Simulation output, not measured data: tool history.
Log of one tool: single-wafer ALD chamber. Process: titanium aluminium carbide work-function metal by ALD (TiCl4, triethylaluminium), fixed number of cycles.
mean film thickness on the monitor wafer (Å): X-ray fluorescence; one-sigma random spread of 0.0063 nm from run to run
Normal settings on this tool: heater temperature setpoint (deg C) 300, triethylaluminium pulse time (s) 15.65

run,day,heater temperature setpoint (deg C),triethylaluminium pulse time (s),"read-back reference wafer on the same gauge, thickness_nm",mean film thickness on the monitor wafer (Å)
1,0.000,293,15.65,1.760,17.87
2,0.454,293,15.65,1.759,17.66
3,0.908,293,15.65,1.759,17.69
4,1.596,291,12.55,1.760,16.78
5,2.292,291,12.55,1.760,16.83
6,2.662,300,15.65,1.761,18.18
7,3.388,300,15.65,1.759,18.15
8,3.762,300,15.65,1.760,18.08
9,4.112,300,11.94,1.760,17.24
10,4.629,300,11.94,1.759,17.16
11,5.067,300,11.94,1.760,17.18
12,5.396,306,20.73,1.760,19.04
13,5.892,300,15.65,1.760,18.12
14,6.579,290,18.79,1.760,17.78
# day 7.117: thermocouple changed; heater temperature recalibrated
15,7.258,300,15.65,1.760,18.11
# day 7.625: gauge calibrated
# day 8.079: triethylaluminium bottle replaced
16,8.100,287,13.25,1.760,17.73
17,8.208,300,19.49,1.760,18.98
18,8.562,287,21.29,1.761,17.95
19,9.062,307,15.65,1.760,19.18
# day 9.500: showerhead replaced
20,9.521,291,18.91,1.760,18.21
21,11.646,294,19.68,1.759,18.35
22,12.396,300,15.65,1.760,18.65

Subtracting, for every run, the result it would have given without the tool's unlogged condition from the measured result gives the following. The same run-to-run variation enters both numbers; the gauge's scatter may not:
Hidden state at play: wafer temperature above the value expected at the setpoint (K); triethylaluminium dose above that of a fresh bottle (%); gauge reads high (%).
run,mean film thickness on the monitor wafer (Å)
1,-0.58
2,-0.57
3,-0.59
4,-1.10
5,-1.13
6,-0.63
7,-0.65
8,-0.65
9,-1.35
10,-1.37
11,-1.38
12,-0.24
13,-0.68
14,-0.35
15,-0.70
16,-0.06
17,-0.01
18,-0.01
19,-0.07
20,-0.03
21,-0.06
22,-0.22

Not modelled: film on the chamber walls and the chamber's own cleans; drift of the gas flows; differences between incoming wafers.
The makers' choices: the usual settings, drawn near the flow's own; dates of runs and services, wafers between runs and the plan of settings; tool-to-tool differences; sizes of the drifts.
